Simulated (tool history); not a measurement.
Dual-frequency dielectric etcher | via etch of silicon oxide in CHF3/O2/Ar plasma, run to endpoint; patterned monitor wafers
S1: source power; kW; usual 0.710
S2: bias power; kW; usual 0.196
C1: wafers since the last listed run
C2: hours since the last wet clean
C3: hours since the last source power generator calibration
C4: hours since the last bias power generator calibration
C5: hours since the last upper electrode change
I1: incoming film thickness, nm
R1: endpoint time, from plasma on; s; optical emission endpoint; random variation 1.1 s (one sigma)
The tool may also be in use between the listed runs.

run	hour	S1	S2	C1	C2	C3	C4	C5	I1	R1
1	0.0	0.710	0.221	0	412.9	2910.1	3114.8	3195.9	710.6	281.9
2	48.7	0.710	0.221	306	461.6	2958.8	3163.5	3244.6	701.9	278.2
3	59.9	0.710	0.221	70	472.8	2970.0	3174.7	3255.8	712.5	280.8
4	70.4	0.710	0.196	66	483.3	2980.5	3185.2	3266.3	707.2	293.5
5	83.1	0.710	0.196	79	496.0	2993.2	3197.9	3279.0	708.3	294.3
6	99.5	0.710	0.196	103	512.4	3009.6	3214.3	3295.4	708.8	293.6
7	108.4	0.710	0.196	56	521.3	3018.5	3223.2	3304.3	704.2	294.8
8	119.8	0.710	0.196	71	532.7	3029.9	3234.6	3315.7	702.2	289.6
9	126.8	0.710	0.196	44	539.7	3036.9	3241.6	3322.7	712.4	295.3
# hour 136.2: source power generator calibrated
10	141.4	0.750	0.196	66	554.3	5.2	3256.2	3337.3	698.3	284.7
# hour 168.2: upper electrode replaced
# hour 172.3: wet clean of the chamber
11	172.8	0.830	0.234	20	0.5	36.6	3287.6	4.6	706.0	253.3
12	175.4	0.710	0.196	16	3.1	39.2	3290.2	7.2	700.4	283.3
13	187.7	0.710	0.156	77	15.4	51.5	3302.5	19.5	713.3	316.6
# hour 222.9: wet clean of the chamber, repeated, since the last time left the tool worse
# hour 226.7: bias power generator calibrated
14	227.2	0.850	0.196	73	4.3	91.0	0.5	59.0	704.0	285.9
15	227.6	0.640	0.174	2	4.7	91.4	0.9	59.4	712.7	331.7
16	229.1	0.840	0.174	9	6.2	92.9	2.4	60.9	706.5	299.6
17	235.8	0.600	0.178	42	12.9	99.6	9.1	67.6	713.9	335.9
18	250.6	0.710	0.149	93	27.7	114.4	23.9	82.4	704.5	336.4
19	267.4	0.600	0.167	105	44.5	131.2	40.7	99.2	710.2	341.0
20	281.8	0.750	0.196	90	58.9	145.6	55.1	113.6	707.8	298.8
21	291.6	0.760	0.235	61	68.7	155.4	64.9	123.4	703.0	272.9
22	300.1	0.630	0.155	53	77.2	163.9	73.4	131.9	706.6	347.2

The tool's hidden state at each run:
source power that arrives over what is set, %: 0 in every run
bias power that arrives over what is set, %: 0 in every run
H1: etch rate over this chamber's usual, %
run	H1
1	2.68
2	2.96
3	3.02
4	3.08
5	3.16
6	3.25
7	3.3
8	3.37
9	3.41
10	3.49
11	6.6
12	6.62
13	6.69
14	-0.182
15	-0.18
16	-0.171
17	-0.132
18	-0.047
19	0.05
20	0.133
21	0.19
22	0.239
